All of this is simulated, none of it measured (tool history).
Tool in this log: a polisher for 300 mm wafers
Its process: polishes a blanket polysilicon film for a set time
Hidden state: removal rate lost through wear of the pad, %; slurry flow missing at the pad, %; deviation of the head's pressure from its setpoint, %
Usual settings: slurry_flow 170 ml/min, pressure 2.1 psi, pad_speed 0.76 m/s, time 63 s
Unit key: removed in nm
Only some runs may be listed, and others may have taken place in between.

run	hour	slurry_flow	pressure	pad_speed	time	wafers since the last listed run	wafers polished on this pad	hours since the slurry nozzle was cleaned	hours since the head pressure was calibrated	incoming thickness of the incoming film, nm	removed
1	0	170	2.1	0.76	63	0	946	242.6	156.2	2115.2	296.6
2	22	170	2.1	0.76	63	260	1207	264.6	178.2	2062.7	294
3	42.9	170	2.1	0.76	63	247	1454	285.5	199.1	2098.9	295.9
# hour 45.1: slurry nozzle cleaned
4	58.9	170	1.7	0.82	63	177	1632	13.8	215.1	2108.5	261
# hour 67.8: worn pad replaced by a new one
5	76.9	170	1.7	0.82	63	165	108	31.8	233.1	2086.7	269.4
6	110.1	170	1.7	0.82	63	393	501	65	266.3	2099	265.3
7	145.5	170	2.1	0.76	63	419	920	100.4	301.7	2065	293.3
8	163.4	170	2.1	0.76	63	212	1132	118.3	319.6	2101	297.1
9	193.9	170	2.1	0.76	63	361	1493	148.8	350.1	2115.2	292
# hour 209.2: worn pad replaced by a new one
10	273	170	2.1	0.76	63	889	755	227.9	429.2	2067.4	290.7
11	299.7	170	2.1	0.76	63	316	1071	254.6	455.9	2085.8	292.1
12	313.9	170	2.1	0.76	63	168	1240	268.8	470.1	2060.6	293.5
# hour 324.1: slurry nozzle cleaned
13	332.9	170	2.1	0.76	67	213	1453	8.8	489.1	2118.4	313.9
# hour 340.2: worn pad replaced by a new one
14	349.3	170	1.7	0.76	83	146	107	25.2	505.5	2089.2	329.7
# hour 367.1: head pressure recalibrated
15	376	170	2.1	0.76	63	292	400	51.9	8.9	2097.6	300.9
16	395.8	170	2.1	0.76	82	234	634	71.7	28.7	2108.7	386.3
17	454.8	215	2.1	0.6	63	698	1333	130.7	87.7	2116.4	237.7
# hour 478.6: worn pad replaced by a new one
18	479.1	170	2.1	0.76	63	240	5	155	112	2109.8	305.5
19	497.4	115	2.1	0.76	63	216	222	173.3	130.3	2098	280.7
20	532.4	210	2.4	0.56	45	414	636	208.3	165.3	2049.9	182.2
21	555.3	170	1.5	0.76	51	271	908	231.2	188.2	2103	174.4
22	582.5	230	1.5	0.76	83	322	1230	258.4	215.4	2076	294.3
# hour 601.1: worn pad replaced by a new one
23	614.8	170	2.1	0.76	63	335	161	290.7	247.7	2054.9	305.4
# hour 618.9: slurry nozzle cleaned
24	629	205	2.1	0.96	71	156	318	10.1	261.9	2101.4	437.3
25	663.9	225	2.1	0.76	63	413	731	45	296.8	2094.2	306.8
26	685	170	1.7	0.76	63	249	981	66.1	317.9	2045.8	241.7

What differs in the tool's unlogged condition from the final listed run ahead of each entry between runs to the first listed run following it?
Runs 3 to 4: slurry nozzle cleaned (hour 45.1)
  removal rate lost through wear of the pad, %: 4.5 -> 4.59
  measured result minus the result with no hidden state, removed: -14 -> -12.5 nm
Runs 4 to 5: worn pad replaced by a new one (hour 67.8)
  removal rate lost through wear of the pad, %: 4.59 -> 1
  measured result minus the result with no hidden state, removed: -12.5 -> -2.7 nm
Runs 9 to 10: worn pad replaced by a new one (hour 209.2)
  removal rate lost through wear of the pad, %: 4.51 -> 3.49
  measured result minus the result with no hidden state, removed: -13.8 -> -10.5 nm
Runs 12 to 13: slurry nozzle cleaned (hour 324.1)
  removal rate lost through wear of the pad, %: 4.17 -> 4.33
  measured result minus the result with no hidden state, removed: -12.7 -> -14.2 nm
Runs 13 to 14: worn pad replaced by a new one (hour 340.2)
  removal rate lost through wear of the pad, %: 4.33 -> 0.955
  measured result minus the result with no hidden state, removed: -14.2 -> -3.2 nm
Runs 14 to 15: head pressure recalibrated (hour 367.1)
  removal rate lost through wear of the pad, %: 0.955 -> 2.64
  measured result minus the result with no hidden state, removed: -3.2 -> -8.1 nm
Runs 17 to 18: worn pad replaced by a new one (hour 478.6)
  removal rate lost through wear of the pad, %: 4.38 -> 0.455
  measured result minus the result with no hidden state, removed: -10.9 -> -1.4 nm
Runs 22 to 23: worn pad replaced by a new one (hour 601.1)
  removal rate lost through wear of the pad, %: 4.57 -> 1.41
  measured result minus the result with no hidden state, removed: -14.1 -> -4.4 nm
Runs 23 to 24: slurry nozzle cleaned (hour 618.9)
  removal rate lost through wear of the pad, %: 1.41 -> 2.33
  measured result minus the result with no hidden state, removed: -4.4 -> -10.4 nm

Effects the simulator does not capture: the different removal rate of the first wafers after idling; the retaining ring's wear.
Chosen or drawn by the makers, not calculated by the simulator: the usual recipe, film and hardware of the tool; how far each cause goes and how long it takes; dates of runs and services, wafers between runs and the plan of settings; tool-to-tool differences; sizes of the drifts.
